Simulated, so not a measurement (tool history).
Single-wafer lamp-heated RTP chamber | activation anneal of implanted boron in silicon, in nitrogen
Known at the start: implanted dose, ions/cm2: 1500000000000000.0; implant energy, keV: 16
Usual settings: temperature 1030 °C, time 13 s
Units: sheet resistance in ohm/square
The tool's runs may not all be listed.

run,hour,temperature,time,wafers since the last listed run,wafers since the last pyrometer calibration,wafers since the reflector plate was cleaned,hours since the gauge calibration,"read-back reference wafer on the same gauge, sheet resistance",sheet resistance
1,0,1030,13,0,6138,11472,1182.6,79.1,89.84
# hour 67.6: reflector plate cleaned
2,84,1030,13,1463,7601,314,1266.6,79.08,89.55
3,183.5,1009,15,1915,9516,2230,1366.1,79.1,94.24
4,255.1,1030,13,1378,10894,3608,1437.7,79.07,90.02
5,327.2,1030,13,1387,12282,4996,1509.8,79.1,89.8
# hour 341.5: pyrometer window cleaned and pyrometer calibrated
6,364.8,1030,13,569,448,5566,1547.4,79.09,89.8
7,429.9,1030,13,1253,1701,6819,1612.5,79.14,90.39
8,495.3,1030,18,1258,2960,8078,1677.9,79.13,88.73
# hour 497.6: gauge calibrated
9,552.7,1030,18,1104,4065,9183,55.1,79.07,89.12
10,592.9,1030,13,773,4839,9957,95.3,79.11,89.78
11,682.8,1030,13,1730,6570,11688,185.2,79.09,90.24
# hour 722.7: reflector plate cleaned
12,730.1,1010,10,756,7326,141,232.5,79.1,95.65
# hour 918.2: pyrometer window cleaned and pyrometer calibrated
13,971.3,1015,13,4489,1022,4630,473.7,79.1,92.83
14,1030.7,1044,18,1143,2165,5774,533.1,79.13,86.79
15,1131.2,1030,13,1934,4100,7708,633.6,79.11,89.69
16,1203,1022,10,1382,5482,9091,705.4,79.11,92.54
17,1277.7,1030,13,1438,6920,10529,780.1,79.09,89.69
18,1365.3,1011,18,1686,8606,12215,867.7,79.08,92.93
19,1430.1,1007,10,1247,9854,13462,932.5,79.08,96.59
# hour 1471: reflector plate cleaned
20,1490.3,1058,6,1004,10859,370,992.7,79.14,87.32
21,1578.8,1030,13,1703,12562,2074,1081.2,79.12,90.23
# hour 1600.2: pyrometer window cleaned and pyrometer calibrated
22,1632.5,1019,13,879,621,2954,1134.9,79.07,92.02
23,1729.8,1030,13,1873,2494,4827,1232.2,79.11,90.04
24,1813.9,1051,18,1618,4113,6446,1316.3,79.12,86.14
25,1858.1,1046,10,850,4964,7296,1360.5,79.07,87.71
26,1898.2,1044,10,771,5736,8068,1400.6,79.08,88.16
27,1963.1,1030,13,1249,6985,9318,1465.5,79.14,90.11
28,2059.6,1003,13,1857,8843,11175,1562,79.1,96.67
29,2125.9,1014,19,1276,10119,12452,1628.3,79.11,92.29
# hour 2140: reflector plate cleaned
30,2212.6,1030,13,1515,11634,1396,1715,79.1,89.63
# hour 2268.8: pyrometer window cleaned and pyrometer calibrated
31,2269.3,1030,16,937,9,2334,1771.7,79.11,89.11
32,2303.7,1011,8,662,671,2996,1806.1,79.07,95.99
# hour 2371.3: gauge calibrated
33,2382,1002,18,1507,2178,4503,10.7,79.11,96.06
34,2446.3,1004,8,1237,3416,5741,75,79.1,98.46
35,2619.9,1030,13,3341,6758,9083,248.6,79.14,90.05
36,2677.7,1020,16,1112,7871,10196,306.4,79.06,91.48
37,2716.1,1011,10,739,8610,10935,344.8,79.14,94.68

Hidden state at the last listed run before each entry between runs and at the first one after, where it differs:
Between runs 1 and 2: reflector plate cleaned (hour 67.6)
  no hidden state differs between the two runs
Between runs 5 and 6: pyrometer window cleaned and pyrometer calibrated (hour 341.5)
  no hidden state differs between the two runs
Between runs 8 and 9: gauge calibrated (hour 497.6)
  no hidden state differs between the two runs
Between runs 11 and 12: reflector plate cleaned (hour 722.7)
  no hidden state differs between the two runs
Between runs 12 and 13: pyrometer window cleaned and pyrometer calibrated (hour 918.2)
  no hidden state differs between the two runs
Between runs 19 and 20: reflector plate cleaned (hour 1471)
  no hidden state differs between the two runs
Between runs 21 and 22: pyrometer window cleaned and pyrometer calibrated (hour 1600.2)
  no hidden state differs between the two runs
Between runs 29 and 30: reflector plate cleaned (hour 2140)
  no hidden state differs between the two runs
Between runs 30 and 31: pyrometer window cleaned and pyrometer calibrated (hour 2268.8)
  no hidden state differs between the two runs
Between runs 32 and 33: gauge calibrated (hour 2371.3)
  no hidden state differs between the two runs
